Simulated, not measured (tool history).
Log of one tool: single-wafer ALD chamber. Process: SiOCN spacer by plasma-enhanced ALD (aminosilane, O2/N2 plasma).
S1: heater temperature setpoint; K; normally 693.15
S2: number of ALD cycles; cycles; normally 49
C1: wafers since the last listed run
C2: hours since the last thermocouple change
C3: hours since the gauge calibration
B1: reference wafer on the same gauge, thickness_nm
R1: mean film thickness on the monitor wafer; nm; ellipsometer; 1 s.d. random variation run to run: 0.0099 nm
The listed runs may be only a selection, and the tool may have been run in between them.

Run 1, hour 0: usual settings; C1 0; C2 1387.4; C3 189.1; B1 2.58. Result: R1 2.795 nm.
At hour 2.1: gauge calibrated.
Run 2, hour 17.9: usual settings but S1 688.15 K; C1 114; C2 1405.3; C3 15.8; B1 2.581. Result: R1 2.862 nm.
Run 3, hour 26.6: usual settings but S1 688.15 K; C1 55; C2 1414; C3 24.5; B1 2.58. Result: R1 2.85 nm.
Run 4, hour 40.6: usual settings; C1 89; C2 1428; C3 38.5; B1 2.58. Result: R1 2.829 nm.
Run 5, hour 56.2: usual settings; C1 99; C2 1443.6; C3 54.1; B1 2.583. Result: R1 2.827 nm.
Run 6, hour 72.5: usual settings; C1 104; C2 1459.9; C3 70.4; B1 2.576. Result: R1 2.818 nm.
Run 7, hour 81.7: usual settings; C1 58; C2 1469.1; C3 79.6; B1 2.575. Result: R1 2.815 nm.
Run 8, hour 95.4: usual settings; C1 87; C2 1482.8; C3 93.3; B1 2.583. Result: R1 2.809 nm.
At hour 109.8: thermocouple changed; heater temperature recalibrated.
Run 9, hour 110.3: usual settings; C1 44; C2 0.5; C3 108.2; B1 2.58. Result: R1 2.797 nm.
Run 10, hour 122.1: usual settings; C1 75; C2 12.3; C3 120; B1 2.578. Result: R1 2.82 nm.
Run 11, hour 136.9: usual settings; C1 94; C2 27.1; C3 134.8; B1 2.576. Result: R1 2.809 nm.
Run 12, hour 153.2: usual settings; C1 104; C2 43.4; C3 151.1; B1 2.579. Result: R1 2.823 nm.
Run 13, hour 167.3: usual settings; C1 90; C2 57.5; C3 165.2; B1 2.58. Result: R1 2.812 nm.
Run 14, hour 178.1: usual settings but S1 681.15 K, S2 52 cycles; C1 69; C2 68.3; C3 176; B1 2.578. Result: R1 3.081 nm.
Run 15, hour 184.3: usual settings but S1 684.15 K, S2 43 cycles; C1 39; C2 74.5; C3 182.2; B1 2.585. Result: R1 2.518 nm.
Run 16, hour 192.6: usual settings but S1 704.15 K; C1 53; C2 82.8; C3 190.5; B1 2.58. Result: R1 2.709 nm.
Run 17, hour 200.1: usual settings; C1 48; C2 90.3; C3 198; B1 2.58. Result: R1 2.81 nm.
Run 18, hour 214.1: usual settings but S1 700.15 K, S2 58 cycles; C1 89; C2 104.3; C3 212; B1 2.581. Result: R1 3.257 nm.
At hour 216.2: gauge calibrated.
Run 19, hour 229.7: usual settings but S2 40 cycles; C1 99; C2 119.9; C3 13.5; B1 2.578. Result: R1 2.29 nm.
Run 20, hour 239.5: usual settings; C1 62; C2 129.7; C3 23.3; B1 2.58. Result: R1 2.793 nm.
Run 21, hour 255.4: usual settings but S1 680.15 K, S2 43 cycles; C1 101; C2 145.6; C3 39.2; B1 2.582. Result: R1 2.558 nm.
Run 22, hour 274.5: usual settings; C1 122; C2 164.7; C3 58.3; B1 2.585. Result: R1 2.798 nm.
Run 23, hour 281.2: usual settings but S1 701.15 K; C1 42; C2 171.4; C3 65; B1 2.581. Result: R1 2.764 nm.
Run 24, hour 295.5: usual settings but S1 682.15 K, S2 42 cycles; C1 91; C2 185.7; C3 79.3; B1 2.577. Result: R1 2.483 nm.
Run 25, hour 310.6: usual settings but S1 686.15 K, S2 45 cycles; C1 96; C2 200.8; C3 94.4; B1 2.581. Result: R1 2.635 nm.

Branching from run 25: 5 alternative next runs. What would each branch give?
Run A, hour 311.1: usual settings but S1 705.15 K; C1 3; C2 201.3; C3 94.9; B1 ?. Result: R1 ?.
Run B, hour 311.1: usual settings but S1 699.15 K, S2 58 cycles; C1 3; C2 201.3; C3 94.9; B1 ?. Result: R1 ?.
Run C, hour 311.1: usual settings but S1 688.15 K, S2 45 cycles; C1 3; C2 201.3; C3 94.9; B1 ?. Result: R1 ?.
Run D, hour 311.1: usual settings but S1 707.15 K; C1 3; C2 201.3; C3 94.9; B1 ?. Result: R1 ?.
Run E, hour 311.1: usual settings but S1 685.15 K, S2 55 cycles; C1 3; C2 201.3; C3 94.9; B1 ?. Result: R1 ?.

run     B1     R1
  A  2.576  2.721
  B  2.576  3.278
  C  2.576  2.625
  D  2.576  2.704
  E  2.576  3.236
Without the tool's unlogged condition, the same runs would have read:
run     R1
  A  2.721
  B  3.278
  C  2.625
  D  2.704
  E  3.236
